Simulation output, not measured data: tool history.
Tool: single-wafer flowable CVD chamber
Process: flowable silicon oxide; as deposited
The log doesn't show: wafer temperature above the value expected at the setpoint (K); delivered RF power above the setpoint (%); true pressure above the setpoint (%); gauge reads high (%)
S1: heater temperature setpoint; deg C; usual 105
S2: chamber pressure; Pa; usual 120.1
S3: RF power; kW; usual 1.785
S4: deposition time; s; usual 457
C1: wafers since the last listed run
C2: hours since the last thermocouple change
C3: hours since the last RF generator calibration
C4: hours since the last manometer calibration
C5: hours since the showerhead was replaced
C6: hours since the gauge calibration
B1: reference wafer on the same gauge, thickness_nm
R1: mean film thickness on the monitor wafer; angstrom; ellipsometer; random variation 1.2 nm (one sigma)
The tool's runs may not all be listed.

run,day,S1,S2,S3,S4,C1,C2,C3,C4,C5,C6,B1,R1
1,0,105,109.3,1.705,457,0,2297.7,753.2,424.1,5257,380.3,254.042,2367.68
2,2.762,105,109.3,1.705,457,169,2364,819.5,490.4,5323.3,446.6,253.908,2370.38
3,4.296,105,109.3,1.705,457,93,2400.8,856.3,527.2,5360.1,483.4,254.406,2367.27
4,5.662,108,120.1,1.665,457,83,2433.6,889.1,560,5392.9,516.2,253.765,2379.9
# day 10.833: gauge calibrated
5,12.396,112,97.2,1.785,457,412,2595.2,1050.7,721.6,5554.5,37.5,253.848,1738.64
6,15.054,105,120.1,1.785,457,162,2659,1114.5,785.4,5618.3,101.3,253.985,2629.39
# day 17.321: showerhead replaced
7,17.342,105,120.1,1.785,457,119,2713.9,1169.4,840.3,0.5,156.2,254.049,2602.96
8,18.167,105,120.1,1.785,457,50,2733.7,1189.2,860.1,20.3,176,254.305,2620.19
9,20.904,105,120.1,1.785,457,167,2799.4,1254.9,925.8,86,241.7,253.829,2633.21
10,22.183,111,139.5,1.785,457,78,2830.1,1285.6,956.5,116.7,272.4,253.838,2554.1
11,23.904,105,120.1,1.785,457,105,2871.4,1326.9,997.8,158,313.7,253.872,2622.89
# day 25.458: RF generator calibrated
12,26.438,105,148.8,1.645,421,134,2932.2,23.5,1058.6,218.8,374.5,253.974,2938.69
13,28.071,105,120.1,1.98,495,100,2971.4,62.7,1097.8,258,413.7,253.901,2919.78
# day 28.733: thermocouple changed; heater temperature recalibrated
14,30.992,105,120.1,1.955,457,158,54.2,132.8,1167.9,328.1,483.8,253.973,2678.68
# day 31.95: gauge calibrated
15,32.4,105,107.3,2.12,532,86,88,166.6,1201.7,361.9,10.8,253.785,2841.81
# day 33.55: capacitance manometer re-zeroed and calibrated
16,34.412,105,120.1,1.785,457,102,136.3,214.9,20.7,410.2,59.1,254.276,2638.21
17,36.538,105,96.4,1.785,457,130,187.3,265.9,71.7,461.2,110.1,253.918,2109.51
18,38.342,105,120.1,1.785,457,110,230.6,309.2,115,504.5,153.4,253.988,2609.76

The next listed run, before its measurement:
19,39.733,105,120.1,1.785,516,85,264,342.6,148.4,537.9,186.8,?,?

B1: 254.021
R1: 2969.19 angstrom
Without the tool's hidden state the same run would have given R1 2969.19 angstrom.
